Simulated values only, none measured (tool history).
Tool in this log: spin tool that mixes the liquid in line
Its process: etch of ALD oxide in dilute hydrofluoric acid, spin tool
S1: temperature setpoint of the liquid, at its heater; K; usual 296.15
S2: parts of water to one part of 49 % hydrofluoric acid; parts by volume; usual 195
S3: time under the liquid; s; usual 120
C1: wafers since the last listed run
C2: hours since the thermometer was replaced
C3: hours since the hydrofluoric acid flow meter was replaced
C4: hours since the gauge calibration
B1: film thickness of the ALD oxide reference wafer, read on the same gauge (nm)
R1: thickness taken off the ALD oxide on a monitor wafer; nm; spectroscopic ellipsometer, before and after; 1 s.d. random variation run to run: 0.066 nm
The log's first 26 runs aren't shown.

run 27 hour=2000.5 | S1=296.15 S2=160 S3=120 | C1=271 C2=797.5 C3=1321.5 C4=379.7 | B1=110 | R1=14.3
run 28 hour=2108.4 | S1=291.65 S2=195 S3=60 | C1=679 C2=905.4 C3=1429.4 C4=487.6 | B1=110.02 | R1=4.79
run 29 hour=2175.7 | S1=293.15 S2=195 S3=120 | C1=423 C2=972.7 C3=1496.7 C4=554.9 | B1=109.99 | R1=10.04
-- hour=2224.7 hydrofluoric acid flow meter replaced
run 30 hour=2266.7 | S1=301.15 S2=195 S3=120 | C1=566 C2=1063.7 C3=42 C4=645.9 | B1=110.01 | R1=13.43
run 31 hour=2350.5 | S1=296.15 S2=195 S3=120 | C1=527 C2=1147.5 C3=125.8 C4=729.7 | B1=109.99 | R1=11.23
run 32 hour=2433.1 | S1=300.15 S2=270 S3=145 | C1=519 C2=1230.1 C3=208.4 C4=812.3 | B1=110.02 | R1=10.54
run 33 hour=2471.4 | S1=296.15 S2=195 S3=120 | C1=241 C2=1268.4 C3=246.7 C4=850.6 | B1=109.99 | R1=11.2
run 34 hour=2519.6 | S1=296.15 S2=195 S3=120 | C1=303 C2=1316.6 C3=294.9 C4=898.8 | B1=110 | R1=11.28

4 options for the next run, each taken on its own from the tool as it stands now. Forecast them:
run A hour=2520.1 | S1=296.15 S2=195 S3=120 | C1=3 C2=1317.1 C3=295.4 C4=899.3 | B1=? | R1=?
run B hour=2520.1 | S1=296.15 S2=100 S3=120 | C1=3 C2=1317.1 C3=295.4 C4=899.3 | B1=? | R1=?
run C hour=2520.1 | S1=296.15 S2=260 S3=150 | C1=3 C2=1317.1 C3=295.4 C4=899.3 | B1=? | R1=?
run D hour=2520.1 | S1=296.15 S2=130 S3=120 | C1=3 C2=1317.1 C3=295.4 C4=899.3 | B1=? | R1=?

run=A B1=109.97 R1=11.14
run=B B1=109.97 R1=24.12
run=C B1=109.97 R1=9.79
run=D B1=109.97 R1=17.93
With the hidden condition removed and each run's random variation left untouched, the same runs would have given:
run=A R1=11.53
run=B R1=25.01
run=C R1=10.11
run=D R1=18.57
